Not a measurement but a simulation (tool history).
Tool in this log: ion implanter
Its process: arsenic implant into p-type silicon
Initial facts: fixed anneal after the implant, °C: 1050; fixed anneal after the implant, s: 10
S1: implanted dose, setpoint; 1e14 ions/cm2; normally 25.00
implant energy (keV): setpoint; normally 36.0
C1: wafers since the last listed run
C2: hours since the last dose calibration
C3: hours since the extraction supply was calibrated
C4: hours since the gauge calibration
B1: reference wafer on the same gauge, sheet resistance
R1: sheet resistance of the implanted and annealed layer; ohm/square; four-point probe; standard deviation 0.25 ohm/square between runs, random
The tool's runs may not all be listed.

Run 1, hour 0.0: usual settings but S1 20.22 1e14 ions/cm2; C1 0; C2 1672.0; C3 5855.5; C4 300.5; B1 68.95. Result: R1 76.18 ohm/square.
Run 2, hour 9.6: usual settings but S1 30.68 1e14 ions/cm2; C1 222; C2 1681.6; C3 5865.1; C4 310.1; B1 68.76. Result: R1 66.95 ohm/square.
Run 3, hour 16.4: usual settings but S1 30.68 1e14 ions/cm2; C1 157; C2 1688.4; C3 5871.9; C4 316.9; B1 68.80. Result: R1 67.03 ohm/square.
Run 4, hour 32.8: usual settings but S1 27.38 1e14 ions/cm2, implant energy (keV) 43.5; C1 380; C2 1704.8; C3 5888.3; C4 333.3; B1 68.71. Result: R1 63.55 ohm/square.
Run 5, hour 42.3: usual settings but S1 27.38 1e14 ions/cm2, implant energy (keV) 43.5; C1 220; C2 1714.3; C3 5897.8; C4 342.8; B1 68.65. Result: R1 63.75 ohm/square.
Run 6, hour 88.8: usual settings but S1 27.38 1e14 ions/cm2, implant energy (keV) 43.5; C1 1079; C2 1760.8; C3 5944.3; C4 389.3; B1 68.72. Result: R1 64.02 ohm/square.
At hour 104.2: gauge calibrated.
Run 7, hour 110.3: usual settings; C1 499; C2 1782.3; C3 5965.8; C4 6.1; B1 68.80. Result: R1 70.52 ohm/square.
Run 8, hour 118.8: usual settings; C1 197; C2 1790.8; C3 5974.3; C4 14.6; B1 68.83. Result: R1 70.63 ohm/square.
Run 9, hour 130.5: usual settings; C1 271; C2 1802.5; C3 5986.0; C4 26.3; B1 68.81. Result: R1 70.83 ohm/square.
Run 10, hour 137.6: usual settings; C1 164; C2 1809.6; C3 5993.1; C4 33.4; B1 68.73. Result: R1 70.96 ohm/square.
Run 11, hour 148.6: usual settings; C1 255; C2 1820.6; C3 6004.1; C4 44.4; B1 68.86. Result: R1 70.68 ohm/square.
Run 12, hour 156.6: usual settings; C1 185; C2 1828.6; C3 6012.1; C4 52.4; B1 68.94. Result: R1 71.09 ohm/square.
Run 13, hour 164.0: usual settings; C1 171; C2 1836.0; C3 6019.5; C4 59.8; B1 68.92. Result: R1 70.69 ohm/square.
Run 14, hour 176.0: usual settings; C1 278; C2 1848.0; C3 6031.5; C4 71.8; B1 68.71. Result: R1 70.58 ohm/square.
Run 15, hour 184.7: usual settings but S1 28.46 1e14 ions/cm2, implant energy (keV) 43.5; C1 201; C2 1856.7; C3 6040.2; C4 80.5; B1 68.85. Result: R1 63.18 ohm/square.
Run 16, hour 201.3: usual settings but S1 28.46 1e14 ions/cm2, implant energy (keV) 43.5; C1 385; C2 1873.3; C3 6056.8; C4 97.1; B1 68.75. Result: R1 62.61 ohm/square.
Run 17, hour 208.7: usual settings but S1 30.46 1e14 ions/cm2, implant energy (keV) 26.0; C1 171; C2 1880.7; C3 6064.2; C4 104.5; B1 68.83. Result: R1 77.05 ohm/square.
Run 18, hour 224.8: usual settings; C1 373; C2 1896.8; C3 6080.3; C4 120.6; B1 68.76. Result: R1 70.80 ohm/square.
Run 19, hour 232.3: usual settings but S1 30.22 1e14 ions/cm2, implant energy (keV) 48.5; C1 174; C2 1904.3; C3 6087.8; C4 128.1; B1 68.85. Result: R1 58.85 ohm/square.
Run 20, hour 242.8: usual settings but S1 23.07 1e14 ions/cm2; C1 243; C2 1914.8; C3 6098.3; C4 138.6; B1 68.76. Result: R1 72.64 ohm/square.
Run 21, hour 252.9: usual settings but S1 32.31 1e14 ions/cm2; C1 234; C2 1924.9; C3 6108.4; C4 148.7; B1 68.74. Result: R1 65.88 ohm/square.
Run 22, hour 265.6: usual settings; C1 294; C2 1937.6; C3 6121.1; C4 161.4; B1 68.71. Result: R1 70.92 ohm/square.
Run 23, hour 283.3: usual settings but S1 17.88 1e14 ions/cm2, implant energy (keV) 41.5; C1 410; C2 1955.3; C3 6138.8; C4 179.1; B1 68.79. Result: R1 77.11 ohm/square.
Run 24, hour 300.9: usual settings but S1 27.76 1e14 ions/cm2, implant energy (keV) 41.0; C1 408; C2 1972.9; C3 6156.4; C4 196.7; B1 68.84. Result: R1 65.14 ohm/square.
At hour 322.8: extraction supply calibrated.
Run 25, hour 323.3: usual settings but S1 28.46 1e14 ions/cm2, implant energy (keV) 43.5; C1 334; C2 1995.3; C3 0.5; C4 219.1; B1 68.76. Result: R1 62.96 ohm/square.
Run 26, hour 325.8: usual settings; C1 58; C2 1997.8; C3 3.0; C4 221.6; B1 68.78. Result: R1 70.79 ohm/square.
Run 27, hour 342.9: usual settings but S1 29.99 1e14 ions/cm2, implant energy (keV) 44.5; C1 396; C2 2014.9; C3 20.1; C4 238.7; B1 68.81. Result: R1 61.55 ohm/square.
Run 28, hour 349.6: usual settings; C1 155; C2 2021.6; C3 26.8; C4 245.4; B1 68.77. Result: R1 70.55 ohm/square.
At hour 366.6: Faraday cup replaced and dose calibrated.
Run 29, hour 367.1: usual settings but implant energy (keV) 40.0; C1 220; C2 0.5; C3 44.3; C4 262.9; B1 68.78. Result: R1 68.55 ohm/square.
Run 30, hour 381.8: usual settings; C1 341; C2 15.2; C3 59.0; C4 277.6; B1 68.77. Result: R1 71.01 ohm/square.
Run 31, hour 391.3: usual settings but S1 28.88 1e14 ions/cm2, implant energy (keV) 24.5; C1 220; C2 24.7; C3 68.5; C4 287.1; B1 68.85. Result: R1 79.51 ohm/square.
Run 32, hour 404.7: usual settings but S1 21.46 1e14 ions/cm2, implant energy (keV) 44.0; C1 311; C2 38.1; C3 81.9; C4 300.5; B1 68.80. Result: R1 69.42 ohm/square.
Run 33, hour 418.9: usual settings but S1 27.79 1e14 ions/cm2, implant energy (keV) 45.0; C1 329; C2 52.3; C3 96.1; C4 314.7; B1 68.78. Result: R1 62.81 ohm/square.
Run 34, hour 428.2: usual settings but S1 22.04 1e14 ions/cm2; C1 215; C2 61.6; C3 105.4; C4 324.0; B1 68.74. Result: R1 73.79 ohm/square.
Run 35, hour 436.7: usual settings but S1 19.06 1e14 ions/cm2, implant energy (keV) 39.5; C1 197; C2 70.1; C3 113.9; C4 332.5; B1 68.84. Result: R1 75.95 ohm/square.
Run 36, hour 443.7: usual settings; C1 162; C2 77.1; C3 120.9; C4 339.5; B1 68.85. Result: R1 70.93 ohm/square.
Run 37, hour 458.0: usual settings but S1 31.69 1e14 ions/cm2, implant energy (keV) 47.0; C1 331; C2 91.4; C3 135.2; C4 353.8; B1 68.86. Result: R1 59.34 ohm/square.
Run 38, hour 473.8: usual settings but S1 19.10 1e14 ions/cm2, implant energy (keV) 43.5; C1 366; C2 107.2; C3 151.0; C4 369.6; B1 68.82. Result: R1 73.29 ohm/square.
Run 39, hour 486.3: usual settings but S1 27.55 1e14 ions/cm2, implant energy (keV) 42.0; C1 290; C2 119.7; C3 163.5; C4 382.1; B1 68.81. Result: R1 64.56 ohm/square.

Exercise: give the hidden state of the tool at every run:
deviation of the true dose from the Faraday cup's reading, %: 0 on each run
deviation of the true energy from its setpoint, %: 0 on each run
gauge reads high (%): 0 on each run

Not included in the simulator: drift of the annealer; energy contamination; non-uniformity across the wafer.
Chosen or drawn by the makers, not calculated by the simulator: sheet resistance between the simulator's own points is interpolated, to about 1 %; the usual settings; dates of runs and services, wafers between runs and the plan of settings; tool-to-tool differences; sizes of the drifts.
